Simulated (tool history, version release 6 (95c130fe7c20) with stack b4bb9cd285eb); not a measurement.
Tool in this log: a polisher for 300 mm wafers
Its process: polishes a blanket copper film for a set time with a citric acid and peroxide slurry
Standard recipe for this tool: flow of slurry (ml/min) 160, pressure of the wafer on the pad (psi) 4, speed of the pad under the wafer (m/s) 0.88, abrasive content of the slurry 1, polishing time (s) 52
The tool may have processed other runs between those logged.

run	hour	flow of slurry (ml/min)	pressure of the wafer on the pad (psi)	speed of the pad under the wafer (m/s)	abrasive content of the slurry	polishing time (s)	wafers since the last listed run	wafers polished on this pad	hours since the slurry nozzle was cleaned	hours since the head pressure was calibrated	hours since the slurry blender was calibrated	incoming thickness of the incoming film, nm	film removed (Å)
1	0	160	4	0.88	1	52	0	1017	398.2	1547.4	31.2	475.1	1101
# hour 42.8: head pressure recalibrated
# hour 48.8: slurry nozzle cleaned
2	82	160	4	0.88	1	52	737	1755	33.2	39.2	113.2	483.1	1161
3	158	160	4	0.88	1	52	709	2464	109.2	115.2	189.2	481	1134
4	226.6	195	4	0.88	1	52	640	3104	177.8	183.8	257.8	481	1141
# hour 290.7: worn pad replaced by a new one
5	294.4	160	4	0.88	1	52	595	34	245.6	251.6	325.6	482.8	1181
6	357.8	160	4.7	0.88	1	52	591	626	309	315	389	480.5	1389
# hour 372.8: slurry blender recalibrated
7	438.8	160	4.7	0.88	1	52	737	1363	390	396	66	473.2	1344
# hour 453.6: slurry nozzle cleaned
8	483.8	160	4	0.88	1	52	410	1774	30.2	441	111	485.2	1148
9	582.8	160	4	0.88	1	52	923	2698	129.2	540	210	476.9	1124
10	659.1	160	4	0.88	1	52	712	3410	205.5	616.3	286.3	480.4	1066
# hour 688.2: worn pad replaced by a new one
11	716.3	135	4	0.88	1	52	496	261	262.7	673.5	343.5	486.7	1115
# hour 789.4: slurry blender recalibrated
12	807.7	135	4	0.88	1	52	834	1096	354.1	764.9	18.3	471.7	1110
13	875.6	160	4	0.88	1	52	633	1729	422	832.8	86.2	485.6	1126
# hour 921.1: slurry nozzle cleaned
# hour 1122.3: worn pad replaced by a new one
14	1179.2	180	4	0.88	1	52	2786	531	258.1	1136.4	389.8	471.8	1167
# hour 1199.3: slurry blender recalibrated
15	1281.4	160	4.7	0.88	1.15	52	935	1466	360.3	1238.6	82.1	485.9	1330
# hour 1362.2: slurry nozzle cleaned
# hour 1362.8: head pressure recalibrated
16	1371.8	105	3.1	0.88	1	52	829	2295	9.6	9	172.5	485.9	800
17	1439.9	160	4	1.1	1	52	635	2931	77.7	77.1	240.6	478.6	1374
18	1485.3	160	4	0.88	1	52	423	3355	123.1	122.5	286	484.6	1055
# hour 1589.4: slurry blender recalibrated
# hour 1609.8: worn pad replaced by a new one
19	1672.2	130	3.5	0.88	1	57	1688	582	310	309.4	82.8	482.7	1075
# hour 1753.3: slurry nozzle cleaned
20	1953.6	195	4	0.68	0.7	52	2616	3199	200.3	590.8	364.2	482.4	832
21	1994	115	4	0.88	0.75	52	377	3576	240.7	631.2	404.6	482.3	968
# hour 2005.4: worn pad replaced by a new one
# hour 2085.2: slurry blender recalibrated
22	2094.3	160	4	0.88	0.75	52	880	810	341	731.5	9.1	474	1109
# hour 2150.9: slurry nozzle cleaned
23	2162.1	160	4	0.88	1.2	52	623	1434	11.2	799.3	76.9	483.8	1187
24	2206	115	4	0.66	1	52	409	1844	55.1	843.2	120.8	472.5	790
25	2254.4	160	4	0.88	1	52	451	2295	103.5	891.6	169.2	478.6	1109

How would selected steps in film removed (Å) from run to run divide? Give the signed amount a tool lacking its hidden state would still show from settings, what came in and random variation, and the signed amount left for the hidden state, including any gauge scatter that is not in both of the compared results.
Hidden state at play: removal rate lost through wear of the pad, %; slurry flow missing at the pad, %; deviation of the head's pressure from its setpoint, %; abrasive missing from the slurry, %.
Run 15 -> 16: flow of slurry (ml/min) 160 -> 105, pressure of the wafer on the pad (psi) 4.7 -> 3.1, abrasive content of the slurry 1.15 -> 1, slurry nozzle cleaned, head pressure recalibrated. film removed (Å) -530: hidden state +37, all else -567.
Run 16 -> 17: flow of slurry (ml/min) 105 -> 160, pressure of the wafer on the pad (psi) 3.1 -> 4, speed of the pad under the wafer (m/s) 0.88 -> 1.1. film removed (Å) +574: hidden state -69, all else +643.
Run 18 -> 19: flow of slurry (ml/min) 160 -> 130, pressure of the wafer on the pad (psi) 4 -> 3.5, polishing time (s) 52 -> 57, slurry blender recalibrated, worn pad replaced by a new one. film removed (Å) +20: hidden state +98, all else -78.
Run 21 -> 22: flow of slurry (ml/min) 115 -> 160, worn pad replaced by a new one, slurry blender recalibrated. film removed (Å) +141: hidden state +83, all else +58.
